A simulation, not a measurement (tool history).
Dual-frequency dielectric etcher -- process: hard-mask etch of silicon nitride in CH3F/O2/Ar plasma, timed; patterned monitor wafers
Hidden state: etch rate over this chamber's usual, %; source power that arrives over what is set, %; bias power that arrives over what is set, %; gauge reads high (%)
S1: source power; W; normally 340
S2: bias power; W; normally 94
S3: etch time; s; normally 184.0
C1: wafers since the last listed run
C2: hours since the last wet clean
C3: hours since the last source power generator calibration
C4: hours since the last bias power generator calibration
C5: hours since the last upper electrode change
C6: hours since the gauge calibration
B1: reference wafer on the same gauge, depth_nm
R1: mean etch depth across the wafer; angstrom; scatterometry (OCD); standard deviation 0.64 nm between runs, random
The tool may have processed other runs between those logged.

{"run": 1, "hour": 0.0, "S1": 340, "S2": 94, "S3": 184.0, "C1": 0, "C2": 76.8, "C3": 1290.3, "C4": 1519.0, "C5": 4058.3, "C6": 714.0, "B1": 130.0, "R1": 1282}
{"run": 2, "hour": 64.0, "S1": 340, "S2": 86, "S3": 184.0, "C1": 346, "C2": 140.8, "C3": 1354.3, "C4": 1583.0, "C5": 4122.3, "C6": 778.0, "B1": 130.1, "R1": 1248}
{"run": 3, "hour": 97.0, "S1": 340, "S2": 86, "S3": 184.0, "C1": 178, "C2": 173.8, "C3": 1387.3, "C4": 1616.0, "C5": 4155.3, "C6": 811.0, "B1": 130.1, "R1": 1246}
{"run": 4, "hour": 149.5, "S1": 340, "S2": 86, "S3": 184.0, "C1": 283, "C2": 226.3, "C3": 1439.8, "C4": 1668.5, "C5": 4207.8, "C6": 863.5, "B1": 130.0, "R1": 1266}
{"run": 5, "hour": 175.7, "S1": 340, "S2": 94, "S3": 165.0, "C1": 141, "C2": 252.5, "C3": 1466.0, "C4": 1694.7, "C5": 4234.0, "C6": 889.7, "B1": 130.0, "R1": 1155}
{"run": 6, "hour": 244.6, "S1": 340, "S2": 94, "S3": 184.0, "C1": 372, "C2": 321.4, "C3": 1534.9, "C4": 1763.6, "C5": 4302.9, "C6": 958.6, "B1": 130.1, "R1": 1291}
{"run": 7, "hour": 429.7, "S1": 340, "S2": 94, "S3": 184.0, "C1": 1000, "C2": 506.5, "C3": 1720.0, "C4": 1948.7, "C5": 4488.0, "C6": 1143.7, "B1": 130.1, "R1": 1294}
{"run": 8, "hour": 476.6, "S1": 340, "S2": 94, "S3": 184.0, "C1": 253, "C2": 553.4, "C3": 1766.9, "C4": 1995.6, "C5": 4534.9, "C6": 1190.6, "B1": 130.0, "R1": 1288}
{"hour": 512.9, "done": "wet clean of the chamber"}
{"run": 9, "hour": 517.5, "S1": 340, "S2": 94, "S3": 184.0, "C1": 91, "C2": 4.6, "C3": 1807.8, "C4": 2036.5, "C5": 4575.8, "C6": 1231.5, "B1": 130.0, "R1": 1284}
{"run": 10, "hour": 555.3, "S1": 340, "S2": 94, "S3": 184.0, "C1": 204, "C2": 42.4, "C3": 1845.6, "C4": 2074.3, "C5": 4613.6, "C6": 1269.3, "B1": 129.9, "R1": 1280}
{"hour": 701.1, "done": "gauge calibrated"}
{"hour": 712.0, "done": "source power generator calibrated"}
{"run": 11, "hour": 716.3, "S1": 340, "S2": 94, "S3": 184.0, "C1": 848, "C2": 203.4, "C3": 4.3, "C4": 2235.3, "C5": 4774.6, "C6": 15.2, "B1": 129.8, "R1": 1315}
{"run": 12, "hour": 774.8, "S1": 340, "S2": 94, "S3": 184.0, "C1": 316, "C2": 261.9, "C3": 62.8, "C4": 2293.8, "C5": 4833.1, "C6": 73.7, "B1": 130.0, "R1": 1310}
{"run": 13, "hour": 846.6, "S1": 340, "S2": 94, "S3": 184.0, "C1": 388, "C2": 333.7, "C3": 134.6, "C4": 2365.6, "C5": 4904.9, "C6": 145.5, "B1": 129.9, "R1": 1314}
{"hour": 876.1, "done": "upper electrode replaced"}
{"run": 14, "hour": 876.6, "S1": 290, "S2": 94, "S3": 184.0, "C1": 32, "C2": 363.7, "C3": 164.6, "C4": 2395.6, "C5": 0.5, "C6": 175.5, "B1": 129.9, "R1": 1184}
{"run": 15, "hour": 937.9, "S1": 390, "S2": 102, "S3": 184.0, "C1": 331, "C2": 425.0, "C3": 225.9, "C4": 2456.9, "C5": 61.8, "C6": 236.8, "B1": 130.0, "R1": 1465}
{"run": 16, "hour": 1006.7, "S1": 280, "S2": 85, "S3": 137.5, "C1": 372, "C2": 493.8, "C3": 294.7, "C4": 2525.7, "C5": 130.6, "C6": 305.6, "B1": 130.0, "R1": 830}
{"hour": 1049.3, "done": "wet clean of the chamber"}
{"run": 17, "hour": 1054.8, "S1": 340, "S2": 102, "S3": 152.5, "C1": 130, "C2": 5.5, "C3": 342.8, "C4": 2573.8, "C5": 178.7, "C6": 353.7, "B1": 129.9, "R1": 1114}
{"run": 18, "hour": 1098.1, "S1": 340, "S2": 94, "S3": 184.0, "C1": 234, "C2": 48.8, "C3": 386.1, "C4": 2617.1, "C5": 222.0, "C6": 397.0, "B1": 129.9, "R1": 1302}
{"run": 19, "hour": 1160.3, "S1": 340, "S2": 111, "S3": 184.0, "C1": 336, "C2": 111.0, "C3": 448.3, "C4": 2679.3, "C5": 284.2, "C6": 459.2, "B1": 130.0, "R1": 1377}
{"run": 20, "hour": 1195.8, "S1": 340, "S2": 94, "S3": 184.0, "C1": 191, "C2": 146.5, "C3": 483.8, "C4": 2714.8, "C5": 319.7, "C6": 494.7, "B1": 130.0, "R1": 1307}
{"hour": 1223.0, "done": "bias power generator calibrated"}
{"run": 21, "hour": 1227.7, "S1": 340, "S2": 110, "S3": 184.0, "C1": 150, "C2": 178.4, "C3": 515.7, "C4": 4.7, "C5": 351.6, "C6": 526.6, "B1": 130.1, "R1": 1378}
{"run": 22, "hour": 1297.6, "S1": 340, "S2": 94, "S3": 155.5, "C1": 377, "C2": 248.3, "C3": 585.6, "C4": 74.6, "C5": 421.5, "C6": 596.5, "B1": 129.9, "R1": 1095}
{"run": 23, "hour": 1365.5, "S1": 340, "S2": 111, "S3": 184.0, "C1": 367, "C2": 316.2, "C3": 653.5, "C4": 142.5, "C5": 489.4, "C6": 664.4, "B1": 130.1, "R1": 1377}
{"run": 24, "hour": 1415.5, "S1": 290, "S2": 94, "S3": 237.0, "C1": 270, "C2": 366.2, "C3": 703.5, "C4": 192.5, "C5": 539.4, "C6": 714.4, "B1": 130.1, "R1": 1502}
{"run": 25, "hour": 1447.8, "S1": 260, "S2": 94, "S3": 220.0, "C1": 174, "C2": 398.5, "C3": 735.8, "C4": 224.8, "C5": 571.7, "C6": 746.7, "B1": 130.0, "R1": 1289}
{"run": 26, "hour": 1485.6, "S1": 300, "S2": 94, "S3": 223.0, "C1": 204, "C2": 436.3, "C3": 773.6, "C4": 262.6, "C5": 609.5, "C6": 784.5, "B1": 130.0, "R1": 1445}
{"run": 27, "hour": 1531.8, "S1": 340, "S2": 94, "S3": 184.0, "C1": 249, "C2": 482.5, "C3": 819.8, "C4": 308.8, "C5": 655.7, "C6": 830.7, "B1": 130.1, "R1": 1283}
{"run": 28, "hour": 1575.2, "S1": 380, "S2": 116, "S3": 134.0, "C1": 234, "C2": 525.9, "C3": 863.2, "C4": 352.2, "C5": 699.1, "C6": 874.1, "B1": 130.0, "R1": 1065}
{"hour": 1606.9, "done": "wet clean of the chamber"}
{"run": 29, "hour": 1609.4, "S1": 320, "S2": 75, "S3": 223.0, "C1": 55, "C2": 2.5, "C3": 897.4, "C4": 386.4, "C5": 733.3, "C6": 908.3, "B1": 130.0, "R1": 1395}

Describe how what the log doesn't record of the tool's condition differs between the last listed run preceding each entry between runs and the first listed run following it.
Logged between run 8 and run 9: wet clean of the chamber (hour 512.9)
  source power that arrives over what is set, %: -4.32 -> -4.34
  measured result minus the result with no hidden state, R1: -35 -> -35 angstrom
Logged between run 10 and run 11: gauge calibrated (hour 701.1); source power generator calibrated (hour 712.0)
  source power that arrives over what is set, %: -4.35 -> -0.487
  measured result minus the result with no hidden state, R1: -34 -> -4 angstrom
Logged between run 13 and run 14: upper electrode replaced (hour 876.1)
  source power that arrives over what is set, %: -1.44 -> -1.63
  measured result minus the result with no hidden state, R1: -12 -> -11 angstrom
Logged between run 16 and run 17: wet clean of the chamber (hour 1049.3)
  source power that arrives over what is set, %: -2.37 -> -2.61
  measured result minus the result with no hidden state, R1: -12 -> -18 angstrom
Logged between run 20 and run 21: bias power generator calibrated (hour 1223.0)
  source power that arrives over what is set, %: -3.21 -> -3.32
  measured result minus the result with no hidden state, R1: -26 -> -28 angstrom
Logged between run 28 and run 29: wet clean of the chamber (hour 1606.9)
  source power that arrives over what is set, %: -4.28 -> -4.35
  measured result minus the result with no hidden state, R1: -28 -> -39 angstrom

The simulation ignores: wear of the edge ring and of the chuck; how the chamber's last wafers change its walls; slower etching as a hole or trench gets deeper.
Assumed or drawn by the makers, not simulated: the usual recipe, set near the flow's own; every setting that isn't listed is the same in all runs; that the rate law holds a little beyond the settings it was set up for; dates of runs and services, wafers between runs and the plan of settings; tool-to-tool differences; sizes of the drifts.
